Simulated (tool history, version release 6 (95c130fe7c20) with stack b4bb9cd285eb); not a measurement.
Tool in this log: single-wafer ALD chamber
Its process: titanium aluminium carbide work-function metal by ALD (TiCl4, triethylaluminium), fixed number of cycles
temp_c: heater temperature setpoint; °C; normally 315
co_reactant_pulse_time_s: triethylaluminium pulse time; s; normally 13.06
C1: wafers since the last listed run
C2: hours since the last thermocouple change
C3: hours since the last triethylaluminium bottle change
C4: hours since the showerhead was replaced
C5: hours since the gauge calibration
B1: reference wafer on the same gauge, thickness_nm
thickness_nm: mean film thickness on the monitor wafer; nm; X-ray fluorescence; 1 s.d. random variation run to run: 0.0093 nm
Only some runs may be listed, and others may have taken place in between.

run 1 day=0 | temp_c=315 co_reactant_pulse_time_s=11.91 | C1=0 C2=1300.1 C3=499.3 C4=1137.1 C5=1163.5 | B1=2.09 | thickness_nm=2.123
run 2 day=3.488 | temp_c=315 co_reactant_pulse_time_s=11.91 | C1=1062 C2=1383.8 C3=583 C4=1220.8 C5=1247.2 | B1=2.088 | thickness_nm=2.153
run 3 day=7.571 | temp_c=315 co_reactant_pulse_time_s=11.91 | C1=1243 C2=1481.8 C3=681 C4=1318.8 C5=1345.2 | B1=2.092 | thickness_nm=2.161
run 4 day=9.871 | temp_c=315 co_reactant_pulse_time_s=13.06 | C1=700 C2=1537 C3=736.2 C4=1374 C5=1400.4 | B1=2.09 | thickness_nm=2.154
run 5 day=13.488 | temp_c=315 co_reactant_pulse_time_s=13.06 | C1=1101 C2=1623.8 C3=823 C4=1460.8 C5=1487.2 | B1=2.09 | thickness_nm=2.154
run 6 day=16.854 | temp_c=315 co_reactant_pulse_time_s=13.06 | C1=1025 C2=1704.6 C3=903.8 C4=1541.6 C5=1568 | B1=2.091 | thickness_nm=2.126
run 7 day=19.688 | temp_c=315 co_reactant_pulse_time_s=13.06 | C1=863 C2=1772.6 C3=971.8 C4=1609.6 C5=1636 | B1=2.092 | thickness_nm=2.151
run 8 day=23.446 | temp_c=315 co_reactant_pulse_time_s=13.06 | C1=1144 C2=1862.8 C3=1062 C4=1699.8 C5=1726.2 | B1=2.089 | thickness_nm=2.136
-- day=26.162 gauge calibrated
run 9 day=27.396 | temp_c=315 co_reactant_pulse_time_s=13.06 | C1=1203 C2=1957.6 C3=1156.8 C4=1794.6 C5=29.6 | B1=2.091 | thickness_nm=2.152
-- day=30.725 thermocouple changed; heater temperature recalibrated
run 10 day=31.529 | temp_c=315 co_reactant_pulse_time_s=13.06 | C1=1157 C2=19.3 C3=1256 C4=1893.8 C5=128.8 | B1=2.09 | thickness_nm=2.103
-- day=32.171 triethylaluminium bottle replaced
run 11 day=34.225 | temp_c=327 co_reactant_pulse_time_s=13.06 | C1=719 C2=84 C3=49.3 C4=1958.5 C5=193.5 | B1=2.093 | thickness_nm=2.238
run 12 day=37.704 | temp_c=326 co_reactant_pulse_time_s=13.06 | C1=1059 C2=167.5 C3=132.8 C4=2042 C5=277 | B1=2.089 | thickness_nm=2.244
run 13 day=42.188 | temp_c=308 co_reactant_pulse_time_s=13.06 | C1=1365 C2=275.1 C3=240.4 C4=2149.6 C5=384.6 | B1=2.09 | thickness_nm=2.096
run 14 day=46.083 | temp_c=309 co_reactant_pulse_time_s=13.06 | C1=1186 C2=368.6 C3=333.9 C4=2243.1 C5=478.1 | B1=2.089 | thickness_nm=2.102
run 15 day=49.888 | temp_c=315 co_reactant_pulse_time_s=13.06 | C1=1158 C2=459.9 C3=425.2 C4=2334.4 C5=569.4 | B1=2.09 | thickness_nm=2.155
run 16 day=51.996 | temp_c=304 co_reactant_pulse_time_s=10.69 | C1=642 C2=510.5 C3=475.8 C4=2385 C5=620 | B1=2.089 | thickness_nm=2.036
run 17 day=56.442 | temp_c=311 co_reactant_pulse_time_s=17.54 | C1=1354 C2=617.2 C3=582.5 C4=2491.7 C5=726.7 | B1=2.091 | thickness_nm=2.154
run 18 day=62.562 | temp_c=328 co_reactant_pulse_time_s=15.94 | C1=1864 C2=764.1 C3=729.4 C4=2638.6 C5=873.6 | B1=2.091 | thickness_nm=2.277
-- day=63.671 showerhead replaced
run 19 day=65.654 | temp_c=307 co_reactant_pulse_time_s=7.89 | C1=840 C2=838.3 C3=803.6 C4=47.6 C5=947.8 | B1=2.091 | thickness_nm=1.984
run 20 day=75.138 | temp_c=309 co_reactant_pulse_time_s=14.5 | C1=2888 C2=1065.9 C3=1031.2 C4=275.2 C5=1175.4 | B1=2.089 | thickness_nm=2.111
run 21 day=78.254 | temp_c=311 co_reactant_pulse_time_s=8.07 | C1=949 C2=1140.7 C3=1106 C4=350 C5=1250.2 | B1=2.091 | thickness_nm=2.013
run 22 day=80.979 | temp_c=315 co_reactant_pulse_time_s=13.06 | C1=830 C2=1206.1 C3=1171.4 C4=415.4 C5=1315.6 | B1=2.089 | thickness_nm=2.141
run 23 day=83.454 | temp_c=323 co_reactant_pulse_time_s=10.35 | C1=753 C2=1265.5 C3=1230.8 C4=474.8 C5=1375 | B1=2.091 | thickness_nm=2.141

Same runs, no hidden state in the tool, same run-to-run variation:
What the log doesn't record here: wafer temperature above the value expected at the setpoint (K); triethylaluminium dose above that of a fresh bottle (%); gauge reads high (%).
run=1 thickness_nm=2.118
run=2 thickness_nm=2.153
run=3 thickness_nm=2.165
run=4 thickness_nm=2.151
run=5 thickness_nm=2.153
run=6 thickness_nm=2.127
run=7 thickness_nm=2.153
run=8 thickness_nm=2.14
run=9 thickness_nm=2.158
run=10 thickness_nm=2.152
run=11 thickness_nm=2.232
run=12 thickness_nm=2.238
run=13 thickness_nm=2.091
run=14 thickness_nm=2.098
run=15 thickness_nm=2.153
run=16 thickness_nm=2.048
run=17 thickness_nm=2.135
run=18 thickness_nm=2.265
run=19 thickness_nm=2.038
run=20 thickness_nm=2.105
run=21 thickness_nm=2.075
run=22 thickness_nm=2.147
run=23 thickness_nm=2.177
